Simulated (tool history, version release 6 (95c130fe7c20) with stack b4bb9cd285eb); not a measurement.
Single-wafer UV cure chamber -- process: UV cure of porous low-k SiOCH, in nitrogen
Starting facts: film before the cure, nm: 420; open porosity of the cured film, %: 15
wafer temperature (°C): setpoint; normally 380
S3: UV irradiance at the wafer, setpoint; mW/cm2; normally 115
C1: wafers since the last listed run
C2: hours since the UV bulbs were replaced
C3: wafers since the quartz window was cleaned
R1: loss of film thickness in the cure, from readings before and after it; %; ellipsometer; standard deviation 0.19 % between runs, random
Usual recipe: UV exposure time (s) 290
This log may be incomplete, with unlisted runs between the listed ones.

run 1 hour=0 | wafer_temperature_(°C)=366 UV_exposure_time_(s)=290 S3=115 | C1=0 C2=1476.8 C3=606 | R1=9.41
run 2 hour=32.2 | wafer_temperature_(°C)=366 UV_exposure_time_(s)=290 S3=115 | C1=253 C2=1509 C3=859 | R1=9.345
run 3 hour=84.5 | wafer_temperature_(°C)=366 UV_exposure_time_(s)=290 S3=115 | C1=411 C2=1561.3 C3=1271 | R1=9.326
run 4 hour=154.7 | wafer_temperature_(°C)=380 UV_exposure_time_(s)=290 S3=115 | C1=552 C2=1631.5 C3=1823 | R1=9.616
run 5 hour=189.9 | wafer_temperature_(°C)=380 UV_exposure_time_(s)=290 S3=115 | C1=277 C2=1666.7 C3=2100 | R1=8.975
run 6 hour=253.6 | wafer_temperature_(°C)=380 UV_exposure_time_(s)=290 S3=115 | C1=501 C2=1730.4 C3=2602 | R1=8.9
run 7 hour=291.4 | wafer_temperature_(°C)=380 UV_exposure_time_(s)=290 S3=115 | C1=297 C2=1768.2 C3=2899 | R1=8.867
run 8 hour=324.4 | wafer_temperature_(°C)=380 UV_exposure_time_(s)=290 S3=115 | C1=259 C2=1801.2 C3=3159 | R1=8.871
-- hour=344.9 quartz window cleaned
run 9 hour=363.1 | wafer_temperature_(°C)=380 UV_exposure_time_(s)=290 S3=136 | C1=241 C2=1839.9 C3=142 | R1=10.1
run 10 hour=411.4 | wafer_temperature_(°C)=380 UV_exposure_time_(s)=290 S3=136 | C1=380 C2=1888.2 C3=522 | R1=10.326
run 11 hour=457.5 | wafer_temperature_(°C)=380 UV_exposure_time_(s)=290 S3=115 | C1=362 C2=1934.3 C3=885 | R1=9.467
-- hour=473.6 UV bulbs replaced
run 12 hour=516.9 | wafer_temperature_(°C)=372 UV_exposure_time_(s)=390 S3=115 | C1=404 C2=43.3 C3=1290 | R1=12.302
run 13 hour=579.3 | wafer_temperature_(°C)=389 UV_exposure_time_(s)=290 S3=80 | C1=491 C2=105.7 C3=1781 | R1=9.534
run 14 hour=606.8 | wafer_temperature_(°C)=380 UV_exposure_time_(s)=350 S3=115 | C1=216 C2=133.2 C3=1997 | R1=11.888
run 15 hour=668.3 | wafer_temperature_(°C)=380 UV_exposure_time_(s)=245 S3=115 | C1=483 C2=194.7 C3=2481 | R1=9.654
-- hour=715.4 quartz window cleaned
run 16 hour=727.2 | wafer_temperature_(°C)=380 UV_exposure_time_(s)=290 S3=115 | C1=400 C2=253.6 C3=93 | R1=10.83
run 17 hour=790.9 | wafer_temperature_(°C)=380 UV_exposure_time_(s)=430 S3=133 | C1=501 C2=317.3 C3=594 | R1=13.34
run 18 hour=857.4 | wafer_temperature_(°C)=368 UV_exposure_time_(s)=290 S3=102 | C1=523 C2=383.8 C3=1117 | R1=9.957
run 19 hour=904.9 | wafer_temperature_(°C)=390 UV_exposure_time_(s)=290 S3=115 | C1=373 C2=431.3 C3=1491 | R1=10.428
run 20 hour=946.7 | wafer_temperature_(°C)=380 UV_exposure_time_(s)=230 S3=115 | C1=328 C2=473.1 C3=1820 | R1=9
run 21 hour=989.6 | wafer_temperature_(°C)=386 UV_exposure_time_(s)=290 S3=91 | C1=337 C2=516 C3=2157 | R1=9.284
run 22 hour=1044.8 | wafer_temperature_(°C)=380 UV_exposure_time_(s)=290 S3=115 | C1=434 C2=571.2 C3=2592 | R1=9.646

Branching from run 22: 3 alternative next runs. What would each branch give?
run A hour=1045.3 | wafer_temperature_(°C)=380 UV_exposure_time_(s)=290 S3=128 | C1=3 C2=571.7 C3=2596 | R1=?
run B hour=1045.3 | wafer_temperature_(°C)=370 UV_exposure_time_(s)=290 S3=81 | C1=3 C2=571.7 C3=2596 | R1=?
run C hour=1045.3 | wafer_temperature_(°C)=380 UV_exposure_time_(s)=410 S3=115 | C1=3 C2=571.7 C3=2596 | R1=?

run=A R1=10.234
run=B R1=8.168
run=C R1=11.275
Had the tool no hidden state, the same runs would have come out as:
run=A R1=12.121
run=B R1=9.936
run=C R1=13.208
